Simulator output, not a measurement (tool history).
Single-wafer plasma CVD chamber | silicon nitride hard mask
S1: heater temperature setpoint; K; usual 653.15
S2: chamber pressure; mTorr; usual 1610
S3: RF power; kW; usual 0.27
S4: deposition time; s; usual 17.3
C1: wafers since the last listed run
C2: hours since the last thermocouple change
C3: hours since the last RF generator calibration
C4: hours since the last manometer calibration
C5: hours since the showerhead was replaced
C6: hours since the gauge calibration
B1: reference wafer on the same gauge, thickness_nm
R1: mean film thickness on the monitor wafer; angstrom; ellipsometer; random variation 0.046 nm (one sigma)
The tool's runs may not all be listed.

run,hour,S1,S2,S3,S4,C1,C2,C3,C4,C5,C6,B1,R1
1,0,653.15,1610,0.27,17.3,0,1472,361.8,1535.8,1719.5,280.9,18.919,186.34
2,48.7,653.15,1610,0.27,17.3,1208,1520.7,410.5,1584.5,1768.2,329.6,18.92,186.9
3,122.7,653.15,1610,0.27,17.3,1836,1594.7,484.5,1658.5,1842.2,403.6,18.909,187.06
4,185.2,653.15,1610,0.27,17.3,1551,1657.2,547,1721,1904.7,466.1,18.901,187.88
5,260.8,653.15,1610,0.27,17.3,1876,1732.8,622.6,1796.6,1980.3,541.7,18.924,186.94
6,353.2,653.15,1610,0.27,17.3,2293,1825.2,715,1889,2072.7,634.1,18.909,186.19
7,445.6,653.15,1610,0.27,17.3,2293,1917.6,807.4,1981.4,2165.1,726.5,18.912,186.68
8,524.9,653.15,1610,0.27,17.3,1968,1996.9,886.7,2060.7,2244.4,805.8,18.912,186.42
# hour 596.1: thermocouple changed; heater temperature recalibrated
9,627.6,657.15,1610,0.27,19.7,2350,31.5,989.4,2163.4,2347.1,908.5,18.895,211.9
# hour 647.8: RF generator calibrated
# hour 660.5: capacitance manometer re-zeroed and calibrated
10,697,643.15,1750,0.27,14.5,1325,100.9,49.2,36.5,2416.5,977.9,18.901,161.38
# hour 708.4: gauge calibrated
11,755,653.15,1900,0.31,14.9,1439,158.9,107.2,94.5,2474.5,46.6,18.872,181.09
# hour 813.1: showerhead replaced
12,817.7,665.15,1280,0.315,17.3,1357,221.6,169.9,157.2,4.6,109.3,18.915,194.89
13,907.3,660.15,1610,0.27,17.3,2223,311.2,259.5,246.8,94.2,198.9,18.89,187.09
14,975.2,646.15,1980,0.22,17.3,1685,379.1,327.4,314.7,162.1,266.8,18.876,174.64
15,1063,653.15,1610,0.315,14,2178,466.9,415.2,402.5,249.9,354.6,18.897,164.8

Hidden state or all else? Some run-to-run changes of R1, split into what the settings, what came in and random variation would give without the hidden state, and what is left for the hidden state (with any gauge scatter that isn't in both results):
The hidden state here: wafer temperature above the value expected at the setpoint (K); delivered RF power above the setpoint (%); true pressure above the setpoint (%); gauge reads high (%).
Run 9 -> 10: S1 657.15 -> 643.15, S2 1610 -> 1750, S4 19.7 -> 14.5, RF generator calibrated, capacitance manometer re-zeroed and calibrated. R1 -50.52 angstrom: hidden state +2.07, all else -52.59.
